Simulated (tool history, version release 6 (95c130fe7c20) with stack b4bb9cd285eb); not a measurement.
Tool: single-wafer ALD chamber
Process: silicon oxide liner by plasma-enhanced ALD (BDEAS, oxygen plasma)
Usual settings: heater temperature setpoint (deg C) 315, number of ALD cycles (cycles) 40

run	hour	heater temperature setpoint (deg C)	number of ALD cycles (cycles)	read-back reference wafer on the same gauge, thickness_nm	mean film thickness on the monitor wafer (Å)
1	0.0	315	40	3.858	36.21
2	11.7	315	40	3.855	36.11
3	27.6	315	40	3.853	36.26
4	34.9	315	40	3.850	36.16
5	49.7	315	40	3.851	36.21
6	59.6	315	45	3.847	40.73
7	74.0	315	45	3.847	40.69
8	88.2	315	40	3.849	36.02
9	103.0	315	44	3.847	39.70
10	109.7	315	35	3.846	31.61
11	118.4	315	35	3.844	31.62
12	132.3	315	40	3.847	35.99
13	146.9	315	40	3.844	36.06
14	161.9	315	40	3.845	35.98
15	179.1	315	40	3.845	36.34
16	187.9	315	40	3.845	36.22
17	197.9	315	40	3.843	36.34
18	209.8	303	40	3.846	36.77
19	221.1	303	40	3.844	36.46
20	231.5	303	40	3.845	36.73
21	260.3	315	44	3.887	40.16
22	275.8	300	37	3.882	34.42
23	282.2	315	45	3.880	41.00
24	296.7	325	43	3.875	38.56
25	310.6	325	40	3.869	35.85
26	321.8	315	34	3.867	30.92
27	339.3	301	40	3.861	36.81
28	347.0	315	43	3.859	39.16
29	361.0	322	35	3.858	31.54
30	370.1	315	40	3.853	36.18
31	388.3	323	33	3.849	29.63
32	392.5	305	47	3.853	43.03
33	407.2	320	42	3.849	37.59
34	422.4	322	43	3.847	38.52
35	437.8	315	37	3.845	33.46
36	444.6	308	34	3.845	31.04
37	452.3	307	45	3.844	41.02
38	466.6	306	40	3.843	36.54
39	479.3	315	40	3.843	35.87
40	493.0	305	33	3.839	30.33

Not shown: 2 entries that the log had between the listed runs. Between which runs, and how does the tool's hidden state differ before and after?
Between runs 20 and 21: gauge calibrated (hour 243.3)
  gauge reads high (%): -1.71 -> -0.569
  measured less the result without the state, mean film thickness on the monitor wafer (Å): -0.64 -> -0.23
Between runs 30 and 31: thermocouple changed; heater temperature recalibrated (hour 387.8)
  gauge reads high (%): -1.4 -> -1.49
  measured less the result without the state, mean film thickness on the monitor wafer (Å): -0.52 -> -0.45
